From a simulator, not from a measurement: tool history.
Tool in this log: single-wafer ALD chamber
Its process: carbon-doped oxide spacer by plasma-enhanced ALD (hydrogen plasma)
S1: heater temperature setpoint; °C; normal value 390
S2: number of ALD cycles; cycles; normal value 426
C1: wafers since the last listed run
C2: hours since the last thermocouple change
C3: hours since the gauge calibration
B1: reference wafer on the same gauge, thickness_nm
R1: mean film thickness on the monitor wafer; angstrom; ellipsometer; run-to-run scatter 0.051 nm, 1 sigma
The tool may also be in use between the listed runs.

run    hour   S1   S2   C1      C2      C3      B1      R1
  1     0.0  386  426    0   207.2   372.5  24.186  202.62
  2    64.8  386  426   53   272.0   437.3  24.206  203.26
  3   151.5  386  426   71   358.7   524.0  24.215  203.18
  4   246.8  401  426   78   454.0   619.3  24.230  202.30
  5   328.1  401  426   66   535.3   700.6  24.265  201.80
  6   365.3  401  426   30   572.5   737.8  24.251  202.71
  7   468.0  390  426   84   675.2   840.5  24.286  203.73
  8   514.3  390  426   37   721.5   886.8  24.319  204.65
  9   568.0  390  426   44   775.2   940.5  24.323  204.88
 10   610.6  390  426   34   817.8   983.1  24.378  204.60
 11   660.9  401  380   41   868.1  1033.4  24.377  180.43
 12   698.3  401  380   30   905.5  1070.8  24.389  180.26
 13   749.2  401  380   41   956.4  1121.7  24.403  180.23
 14   851.2  395  473   83  1058.4  1223.7  24.442  227.42
 15   926.3  395  473   61  1133.5  1298.8  24.504  228.47
 16   971.7  395  473   37  1178.9  1344.2  24.514  229.49
 17  1071.0  394  426   81  1278.2  1443.5  24.570  206.24
     1244.2  -- thermocouple changed; heater temperature recalibrated
 18  1283.2  394  426  167    39.0  1655.7  24.694  207.63
 19  1323.4  394  426   32    79.2  1695.9  24.733  207.55
 20  1362.7  390  426   32   118.5  1735.2  24.771  207.51
 21  1416.7  390  426   44   172.5  1789.2  24.771  207.96
 22  1462.0  390  426   37   217.8  1834.5  24.821  207.32
     1475.9  -- gauge calibrated
 23  1511.4  376  369   40   267.2    35.5  24.274  176.26
 24  1550.8  390  426   32   306.6    74.9  24.230  203.30
 25  1611.1  382  426   49   366.9   135.2  24.278  203.24
 26  1668.3  404  350   46   424.1   192.4  24.276  164.14
 27  1770.1  390  426   83   525.9   294.2  24.275  203.13
 28  1836.1  383  426   54   591.9   360.2  24.274  203.38
 29  1886.5  397  404   41   642.3   410.6  24.283  193.42
 30  1985.4  390  390   81   741.2   509.5  24.316  187.18
 31  2084.7  382  342   81   840.5   608.8  24.298  163.55
 32  2148.0  404  356   51   903.8   672.1  24.364  168.26
 33  2320.2  394  511  141  1076.0   844.3  24.383  245.31
     2427.9  -- thermocouple changed; heater temperature recalibrated
 34  2616.3  390  426  236   188.4  1140.4  24.507  205.25
 35  2661.9  390  426   37   234.0  1186.0  24.526  205.72
 36  2753.2  390  426   74   325.3  1277.3  24.586  205.74
 37  2857.8  390  458   85   429.9  1381.9  24.621  222.38
 38  2912.9  395  357   45   485.0  1437.0  24.650  173.55
 39  2976.3  390  426   52   548.4  1500.4  24.697  207.32
 40  3053.5  394  426   63   625.6  1577.6  24.729  207.56
 41  3160.9  390  426   88   733.0  1685.0  24.783  208.37
 42  3230.9  395  510   57   803.0  1755.0  24.826  249.69

Hidden state at the last listed run before each entry between runs and at the first one after, where it differs:
From run 17 to run 18: thermocouple changed; heater temperature recalibrated (hour 1244.2)
  gauge reads high (%): 1.92 -> 2.45
  what was measured, less what the result would be without the hidden state, R1: +3.89 -> +4.96 angstrom
From run 22 to run 23: gauge calibrated (hour 1475.9)
  gauge reads high (%): 2.94 -> 0.654
  what was measured, less what the result would be without the hidden state, R1: +5.92 -> +1.14 angstrom
From run 33 to run 34: thermocouple changed; heater temperature recalibrated (hour 2427.9)
  gauge reads high (%): 1.22 -> 1.69
  what was measured, less what the result would be without the hidden state, R1: +2.96 -> +3.41 angstrom
